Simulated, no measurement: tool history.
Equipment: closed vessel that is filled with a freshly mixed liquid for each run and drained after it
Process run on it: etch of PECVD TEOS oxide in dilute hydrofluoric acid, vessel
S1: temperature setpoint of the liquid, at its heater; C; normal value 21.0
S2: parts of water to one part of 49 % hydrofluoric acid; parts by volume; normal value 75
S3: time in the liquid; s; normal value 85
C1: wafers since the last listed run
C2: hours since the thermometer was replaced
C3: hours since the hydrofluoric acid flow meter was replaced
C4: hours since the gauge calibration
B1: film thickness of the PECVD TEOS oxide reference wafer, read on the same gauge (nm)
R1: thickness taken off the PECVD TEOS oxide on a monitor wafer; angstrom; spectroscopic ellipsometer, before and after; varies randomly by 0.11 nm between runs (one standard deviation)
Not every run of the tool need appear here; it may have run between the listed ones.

run,hour,S1,S2,S3,C1,C2,C3,C4,B1,R1
1,0.0,21.0,85,120,0,1000.6,241.3,41.6,70.02,176.2
2,64.1,21.0,85,120,6699,1064.7,305.4,105.7,69.99,177.9
3,88.5,21.0,85,120,2550,1089.1,329.8,130.1,69.98,180.2
4,114.7,21.0,75,85,2738,1115.3,356.0,156.3,70.01,143.9
5,130.7,21.0,75,85,1672,1131.3,372.0,172.3,70.03,145.3
6,161.4,21.0,75,85,3208,1162.0,402.7,203.0,69.97,145.8
7,184.9,21.0,75,50,2456,1185.5,426.2,226.5,70.01,85.6
8,197.9,21.0,75,50,1358,1198.5,439.2,239.5,69.97,85.3
9,221.8,21.0,90,85,2498,1222.4,463.1,263.4,69.99,119.8
10,247.4,21.0,75,85,2675,1248.0,488.7,289.0,70.04,144.6
11,277.2,21.0,95,125,3114,1277.8,518.5,318.8,69.98,168.9
# hour 291.7: thermometer replaced
12,296.8,21.0,75,85,1944,5.1,538.1,338.4,69.98,130.9
# hour 305.5: gauge calibrated
13,319.1,21.0,75,85,2330,27.4,560.4,13.6,70.00,131.6
14,349.9,21.0,40,60,3219,58.2,591.2,44.4,70.02,184.6
# hour 384.9: hydrofluoric acid flow meter replaced
15,385.4,21.0,75,85,3605,93.7,0.5,79.9,69.99,130.3
16,466.8,19.0,90,85,8507,175.1,81.9,161.3,69.96,101.0
17,499.9,24.5,60,100,3459,208.2,115.0,194.4,70.00,234.7

Same runs, no hidden state in the tool, same run-to-run variation:
What the log doesn't record here: liquid hotter than its thermometer reads (K); hydrofluoric acid flow below the setpoint (%); gauge reads high (%).
run,R1
1,160.8
2,161.4
3,163.2
4,129.9
5,131.0
6,131.1
7,76.8
8,76.5
9,107.3
10,129.0
11,150.6
12,130.1
13,130.5
14,182.6
15,128.5
16,98.8
17,229.1

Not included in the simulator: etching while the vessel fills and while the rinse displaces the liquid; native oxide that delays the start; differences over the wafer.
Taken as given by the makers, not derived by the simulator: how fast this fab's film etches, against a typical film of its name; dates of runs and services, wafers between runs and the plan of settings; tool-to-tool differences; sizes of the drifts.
